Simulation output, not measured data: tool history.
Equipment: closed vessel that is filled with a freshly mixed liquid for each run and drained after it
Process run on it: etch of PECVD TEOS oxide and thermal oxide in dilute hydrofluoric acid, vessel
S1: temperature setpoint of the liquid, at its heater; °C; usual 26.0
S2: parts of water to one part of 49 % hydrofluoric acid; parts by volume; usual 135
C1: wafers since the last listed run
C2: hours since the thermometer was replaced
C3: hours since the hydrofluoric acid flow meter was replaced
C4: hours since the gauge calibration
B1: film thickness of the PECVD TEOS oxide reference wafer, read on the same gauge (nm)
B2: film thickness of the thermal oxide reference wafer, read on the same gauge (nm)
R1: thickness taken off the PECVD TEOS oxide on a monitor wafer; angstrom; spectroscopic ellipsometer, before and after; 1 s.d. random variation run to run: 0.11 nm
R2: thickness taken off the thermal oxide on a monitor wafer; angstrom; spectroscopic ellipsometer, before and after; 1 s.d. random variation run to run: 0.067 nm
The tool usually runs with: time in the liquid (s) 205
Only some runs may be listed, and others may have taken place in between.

{"run": 1, "hour": 0.0, "S1": 26.0, "S2": 135, "time in the liquid (s)": 165, "C1": 0, "C2": 2606.6, "C3": 1647.6, "C4": 609.2, "B1": 39.26, "B2": 68.71, "R1": 112.8, "R2": 53.9}
{"run": 2, "hour": 27.4, "S1": 26.0, "S2": 135, "time in the liquid (s)": 165, "C1": 1539, "C2": 2634.0, "C3": 1675.0, "C4": 636.6, "B1": 39.2, "B2": 68.59, "R1": 114.1, "R2": 54.0}
{"run": 3, "hour": 54.6, "S1": 26.0, "S2": 135, "time in the liquid (s)": 205, "C1": 1527, "C2": 2661.2, "C3": 1702.2, "C4": 663.8, "B1": 39.16, "B2": 68.51, "R1": 142.1, "R2": 65.5}
{"run": 4, "hour": 75.1, "S1": 26.0, "S2": 135, "time in the liquid (s)": 205, "C1": 1151, "C2": 2681.7, "C3": 1722.7, "C4": 684.3, "B1": 39.09, "B2": 68.42, "R1": 140.0, "R2": 67.0}
{"run": 5, "hour": 100.4, "S1": 26.0, "S2": 105, "time in the liquid (s)": 205, "C1": 1421, "C2": 2707.0, "C3": 1748.0, "C4": 709.6, "B1": 39.03, "B2": 68.28, "R1": 184.9, "R2": 87.3}
{"run": 6, "hour": 123.9, "S1": 26.0, "S2": 105, "time in the liquid (s)": 205, "C1": 1319, "C2": 2730.5, "C3": 1771.5, "C4": 733.1, "B1": 38.98, "B2": 68.19, "R1": 184.5, "R2": 88.8}
{"hour": 133.6, "done": "thermometer replaced"}
{"run": 7, "hour": 155.2, "S1": 26.0, "S2": 105, "time in the liquid (s)": 205, "C1": 1701, "C2": 21.6, "C3": 1802.8, "C4": 764.4, "B1": 38.92, "B2": 68.05, "R1": 186.1, "R2": 88.0}
{"run": 8, "hour": 230.6, "S1": 26.0, "S2": 135, "time in the liquid (s)": 205, "C1": 4235, "C2": 97.0, "C3": 1878.2, "C4": 839.8, "B1": 38.64, "B2": 67.64, "R1": 139.0, "R2": 66.2}
{"run": 9, "hour": 244.2, "S1": 26.0, "S2": 135, "time in the liquid (s)": 205, "C1": 763, "C2": 110.6, "C3": 1891.8, "C4": 853.4, "B1": 38.62, "B2": 67.56, "R1": 138.6, "R2": 66.3}
{"run": 10, "hour": 272.4, "S1": 26.0, "S2": 135, "time in the liquid (s)": 205, "C1": 1583, "C2": 138.8, "C3": 1920.0, "C4": 881.6, "B1": 38.52, "B2": 67.42, "R1": 138.2, "R2": 65.1}
{"run": 11, "hour": 295.6, "S1": 26.0, "S2": 190, "time in the liquid (s)": 205, "C1": 1303, "C2": 162.0, "C3": 1943.2, "C4": 904.8, "B1": 38.44, "B2": 67.27, "R1": 92.9, "R2": 42.8}
{"hour": 341.6, "done": "hydrofluoric acid flow meter replaced"}
{"run": 12, "hour": 360.2, "S1": 26.0, "S2": 135, "time in the liquid (s)": 205, "C1": 3572, "C2": 226.6, "C3": 18.6, "C4": 969.4, "B1": 38.21, "B2": 66.86, "R1": 138.0, "R2": 65.1}
{"hour": 364.5, "done": "gauge calibrated"}
{"run": 13, "hour": 382.7, "S1": 22.5, "S2": 135, "time in the liquid (s)": 205, "C1": 1263, "C2": 249.1, "C3": 41.1, "C4": 18.2, "B1": 39.93, "B2": 69.84, "R1": 127.0, "R2": 58.8}
{"run": 14, "hour": 407.8, "S1": 27.5, "S2": 165, "time in the liquid (s)": 240, "C1": 1409, "C2": 274.2, "C3": 66.2, "C4": 43.3, "B1": 39.9, "B2": 69.84, "R1": 139.3, "R2": 66.0}
{"run": 15, "hour": 420.8, "S1": 26.0, "S2": 90, "time in the liquid (s)": 205, "C1": 730, "C2": 287.2, "C3": 79.2, "C4": 56.3, "B1": 39.91, "B2": 69.81, "R1": 228.6, "R2": 107.9}
{"run": 16, "hour": 450.0, "S1": 23.0, "S2": 190, "time in the liquid (s)": 130, "C1": 1640, "C2": 316.4, "C3": 108.4, "C4": 85.5, "B1": 39.9, "B2": 69.8, "R1": 54.1, "R2": 25.8}
{"run": 17, "hour": 469.9, "S1": 26.0, "S2": 80, "time in the liquid (s)": 205, "C1": 1117, "C2": 336.3, "C3": 128.3, "C4": 105.4, "B1": 39.91, "B2": 69.82, "R1": 256.6, "R2": 121.3}
{"run": 18, "hour": 493.3, "S1": 27.5, "S2": 175, "time in the liquid (s)": 155, "C1": 1314, "C2": 359.7, "C3": 151.7, "C4": 128.8, "B1": 39.87, "B2": 69.8, "R1": 85.2, "R2": 40.0}
{"run": 19, "hour": 511.8, "S1": 26.0, "S2": 155, "time in the liquid (s)": 310, "C1": 1039, "C2": 378.2, "C3": 170.2, "C4": 147.3, "B1": 39.88, "B2": 69.77, "R1": 183.8, "R2": 87.9}
{"run": 20, "hour": 539.5, "S1": 24.5, "S2": 135, "time in the liquid (s)": 205, "C1": 1555, "C2": 405.9, "C3": 197.9, "C4": 175.0, "B1": 39.84, "B2": 69.75, "R1": 135.7, "R2": 63.3}
{"run": 21, "hour": 572.0, "S1": 26.0, "S2": 155, "time in the liquid (s)": 310, "C1": 1825, "C2": 438.4, "C3": 230.4, "C4": 207.5, "B1": 39.83, "B2": 69.72, "R1": 184.6, "R2": 88.2}
{"run": 22, "hour": 597.3, "S1": 30.5, "S2": 135, "time in the liquid (s)": 305, "C1": 1421, "C2": 463.7, "C3": 255.7, "C4": 232.8, "B1": 39.81, "B2": 69.68, "R1": 250.5, "R2": 116.9}
{"run": 23, "hour": 617.9, "S1": 21.5, "S2": 165, "time in the liquid (s)": 305, "C1": 1157, "C2": 484.3, "C3": 276.3, "C4": 253.4, "B1": 39.8, "B2": 69.63, "R1": 142.6, "R2": 66.9}
{"run": 24, "hour": 635.5, "S1": 23.0, "S2": 195, "time in the liquid (s)": 315, "C1": 988, "C2": 501.9, "C3": 293.9, "C4": 271.0, "B1": 39.75, "B2": 69.63, "R1": 126.7, "R2": 59.4}
{"run": 25, "hour": 658.5, "S1": 26.0, "S2": 100, "time in the liquid (s)": 105, "C1": 1291, "C2": 524.9, "C3": 316.9, "C4": 294.0, "B1": 39.76, "B2": 69.59, "R1": 103.8, "R2": 49.2}

Hidden state at the last listed run before each entry between runs and at the first one after, where it differs:
In the gap between runs 6 and 7: thermometer replaced (hour 133.6)
  gauge reads high (%): -2.6 -> -2.82
  difference, measured minus the result without the unlogged condition, R1: -5.0 -> -5.4 angstrom; R2: -2.4 -> -2.5 angstrom
In the gap between runs 11 and 12: hydrofluoric acid flow meter replaced (hour 341.6)
  gauge reads high (%): -3.9 -> -4.46
  difference, measured minus the result without the unlogged condition, R1: -3.8 -> -6.5 angstrom; R2: -1.7 -> -3.0 angstrom
In the gap between runs 12 and 13: gauge calibrated (hour 364.5)
  gauge reads high (%): -4.46 -> -0.222
  difference, measured minus the result without the unlogged condition, R1: -6.5 -> -0.3 angstrom; R2: -3.0 -> -0.1 angstrom
